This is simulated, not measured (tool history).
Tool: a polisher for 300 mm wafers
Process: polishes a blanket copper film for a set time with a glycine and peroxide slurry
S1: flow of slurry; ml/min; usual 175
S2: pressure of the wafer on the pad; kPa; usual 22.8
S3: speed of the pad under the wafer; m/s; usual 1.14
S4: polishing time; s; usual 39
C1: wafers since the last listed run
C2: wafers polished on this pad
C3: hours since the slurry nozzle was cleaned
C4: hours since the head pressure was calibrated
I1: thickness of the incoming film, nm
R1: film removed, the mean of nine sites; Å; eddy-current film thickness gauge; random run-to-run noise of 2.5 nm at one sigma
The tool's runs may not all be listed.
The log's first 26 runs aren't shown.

run 27 hour=339.5 | S1=205 S2=18.6 S3=0.82 S4=30 | C1=100 C2=229 C3=189.8 C4=137.5 | I1=1419.3 | R1=1821
run 28 hour=348.2 | S1=130 S2=15.2 S3=1.14 S4=48 | C1=67 C2=297 C3=198.5 C4=146.2 | I1=1419.8 | R1=3066
run 29 hour=354.5 | S1=175 S2=22.8 S3=1.26 S4=34 | C1=48 C2=346 C3=204.8 C4=152.5 | I1=1439.5 | R1=3180
run 30 hour=371.7 | S1=175 S2=22.8 S3=1.14 S4=39 | C1=133 C2=479 C3=222.0 C4=169.7 | I1=1422.4 | R1=3342
run 31 hour=388.3 | S1=175 S2=22.8 S3=1.14 S4=39 | C1=129 C2=608 C3=238.6 C4=186.3 | I1=1431.2 | R1=3320
run 32 hour=404.6 | S1=215 S2=29.0 S3=0.92 S4=43 | C1=126 C2=735 C3=254.9 C4=202.6 | I1=1404.8 | R1=3708
run 33 hour=413.8 | S1=175 S2=22.8 S3=1.14 S4=34 | C1=71 C2=806 C3=264.1 C4=211.8 | I1=1424.8 | R1=2909
run 34 hour=429.7 | S1=125 S2=22.8 S3=1.14 S4=52 | C1=123 C2=930 C3=280.0 C4=227.7 | I1=1423.5 | R1=4147
run 35 hour=446.7 | S1=175 S2=27.6 S3=1.14 S4=49 | C1=132 C2=1062 C3=297.0 C4=244.7 | I1=1450.9 | R1=4756
run 36 hour=463.7 | S1=175 S2=19.3 S3=1.14 S4=39 | C1=132 C2=1194 C3=314.0 C4=261.7 | I1=1446.5 | R1=3032
-- hour=484.3 worn pad replaced by a new one
run 37 hour=484.8 | S1=175 S2=22.8 S3=0.82 S4=34 | C1=132 C2=4 C3=335.1 C4=282.8 | I1=1435.7 | R1=2243

What if the next run were any one of these 4? Each begins from the tool's condition after run 37:
run A hour=485.2 | S1=175 S2=22.8 S3=1.14 S4=39 | C1=3 C2=7 C3=335.5 C4=283.2 | I1=1458.3 | R1=?
run B hour=485.2 | S1=175 S2=22.8 S3=1.14 S4=43 | C1=3 C2=7 C3=335.5 C4=283.2 | I1=1458.3 | R1=?
run C hour=485.2 | S1=115 S2=15.2 S3=1.38 S4=26 | C1=3 C2=7 C3=335.5 C4=283.2 | I1=1458.3 | R1=?
run D hour=485.2 | S1=175 S2=22.8 S3=0.82 S4=39 | C1=3 C2=7 C3=335.5 C4=283.2 | I1=1458.3 | R1=?

run=A R1=3344
run=B R1=3687
run=C R1=1891
run=D R1=2573
Take away the tool's hidden state, keep each run's random variation, and the runs would have read:
run=A R1=3344
run=B R1=3687
run=C R1=1891
run=D R1=2573

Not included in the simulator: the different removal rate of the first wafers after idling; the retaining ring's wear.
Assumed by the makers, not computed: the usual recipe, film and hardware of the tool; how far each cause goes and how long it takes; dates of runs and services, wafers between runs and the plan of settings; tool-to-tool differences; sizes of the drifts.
